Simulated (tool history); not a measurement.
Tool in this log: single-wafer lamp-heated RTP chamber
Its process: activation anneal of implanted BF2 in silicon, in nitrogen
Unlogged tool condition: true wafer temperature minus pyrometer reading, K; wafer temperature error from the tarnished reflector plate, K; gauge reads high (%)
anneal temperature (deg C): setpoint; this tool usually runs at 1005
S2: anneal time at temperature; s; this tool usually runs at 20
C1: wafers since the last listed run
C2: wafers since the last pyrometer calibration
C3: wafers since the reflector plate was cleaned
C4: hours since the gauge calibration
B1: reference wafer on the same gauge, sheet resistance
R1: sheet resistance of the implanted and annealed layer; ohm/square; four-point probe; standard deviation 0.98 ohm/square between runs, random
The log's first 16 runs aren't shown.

-- day=59.446 reflector plate cleaned
run 17 day=59.625 | anneal_temperature_(deg_C)=1005 S2=15 | C1=411 C2=1874 C3=44 C4=2820.7 | B1=611.72 | R1=658.16
run 18 day=62.133 | anneal_temperature_(deg_C)=1005 S2=20 | C1=621 C2=2495 C3=665 C4=2880.9 | B1=612.05 | R1=655.01
run 19 day=67.662 | anneal_temperature_(deg_C)=978 S2=29 | C1=1369 C2=3865 C3=2035 C4=3013.6 | B1=611.82 | R1=656.89
run 20 day=69.762 | anneal_temperature_(deg_C)=1005 S2=20 | C1=520 C2=4385 C3=2555 C4=3064.0 | B1=612.03 | R1=654.69
run 21 day=74.008 | anneal_temperature_(deg_C)=1005 S2=20 | C1=1051 C2=5437 C3=3607 C4=3165.9 | B1=612.06 | R1=653.65
-- day=74.504 gauge calibrated
run 22 day=77.683 | anneal_temperature_(deg_C)=1028 S2=24 | C1=910 C2=6347 C3=4517 C4=76.3 | B1=612.14 | R1=641.87
run 23 day=79.212 | anneal_temperature_(deg_C)=994 S2=20 | C1=378 C2=6726 C3=4896 C4=113.0 | B1=611.93 | R1=655.32
-- day=80.329 pyrometer window cleaned and pyrometer calibrated
run 24 day=82.638 | anneal_temperature_(deg_C)=1005 S2=20 | C1=765 C2=571 C3=5662 C4=195.2 | B1=612.06 | R1=654.80
run 25 day=86.583 | anneal_temperature_(deg_C)=1005 S2=30 | C1=977 C2=1549 C3=6639 C4=289.9 | B1=612.10 | R1=648.28
run 26 day=90.446 | anneal_temperature_(deg_C)=990 S2=20 | C1=956 C2=2505 C3=7596 C4=382.6 | B1=612.03 | R1=658.92
run 27 day=92.567 | anneal_temperature_(deg_C)=1005 S2=20 | C1=525 C2=3031 C3=8121 C4=433.5 | B1=612.15 | R1=652.49
run 28 day=95.496 | anneal_temperature_(deg_C)=1024 S2=30 | C1=725 C2=3756 C3=8847 C4=503.8 | B1=612.09 | R1=638.26
run 29 day=97.071 | anneal_temperature_(deg_C)=986 S2=9 | C1=390 C2=4146 C3=9237 C4=541.6 | B1=612.21 | R1=664.20
run 30 day=99.183 | anneal_temperature_(deg_C)=1024 S2=20 | C1=523 C2=4670 C3=9760 C4=592.3 | B1=612.31 | R1=646.68
run 31 day=102.667 | anneal_temperature_(deg_C)=978 S2=20 | C1=862 C2=5533 C3=10623 C4=675.9 | B1=612.24 | R1=660.18
run 32 day=104.438 | anneal_temperature_(deg_C)=992 S2=10 | C1=438 C2=5971 C3=11062 C4=718.4 | B1=611.95 | R1=664.02
-- day=105.250 pyrometer window cleaned and pyrometer calibrated
run 33 day=106.979 | anneal_temperature_(deg_C)=1021 S2=20 | C1=547 C2=428 C3=11609 C4=779.4 | B1=612.07 | R1=650.12
run 34 day=111.421 | anneal_temperature_(deg_C)=1005 S2=20 | C1=1100 C2=1528 C3=12709 C4=886.0 | B1=612.25 | R1=655.56
run 35 day=113.512 | anneal_temperature_(deg_C)=1021 S2=20 | C1=518 C2=2046 C3=13227 C4=936.2 | B1=612.14 | R1=650.11
-- day=113.871 reflector plate cleaned
run 36 day=116.762 | anneal_temperature_(deg_C)=985 S2=20 | C1=722 C2=2769 C3=716 C4=1014.2 | B1=611.89 | R1=659.34
run 37 day=118.883 | anneal_temperature_(deg_C)=978 S2=13 | C1=525 C2=3294 C3=1241 C4=1065.1 | B1=611.70 | R1=662.78

Here are 3 independent what-if runs from the current tool condition. What would each one return?
run A day=118.900 | anneal_temperature_(deg_C)=1005 S2=12 | C1=4 C2=3298 C3=1245 C4=1065.5 | B1=? | R1=?
run B day=118.900 | anneal_temperature_(deg_C)=1005 S2=31 | C1=4 C2=3298 C3=1245 C4=1065.5 | B1=? | R1=?
run C day=118.900 | anneal_temperature_(deg_C)=984 S2=25 | C1=4 C2=3298 C3=1245 C4=1065.5 | B1=? | R1=?

run=A B1=611.97 R1=661.28
run=B B1=611.97 R1=647.07
run=C B1=611.97 R1=657.67
With no hidden state in the tool, these same runs would have given:
run=A R1=662.57
run=B R1=649.76
run=C R1=659.92

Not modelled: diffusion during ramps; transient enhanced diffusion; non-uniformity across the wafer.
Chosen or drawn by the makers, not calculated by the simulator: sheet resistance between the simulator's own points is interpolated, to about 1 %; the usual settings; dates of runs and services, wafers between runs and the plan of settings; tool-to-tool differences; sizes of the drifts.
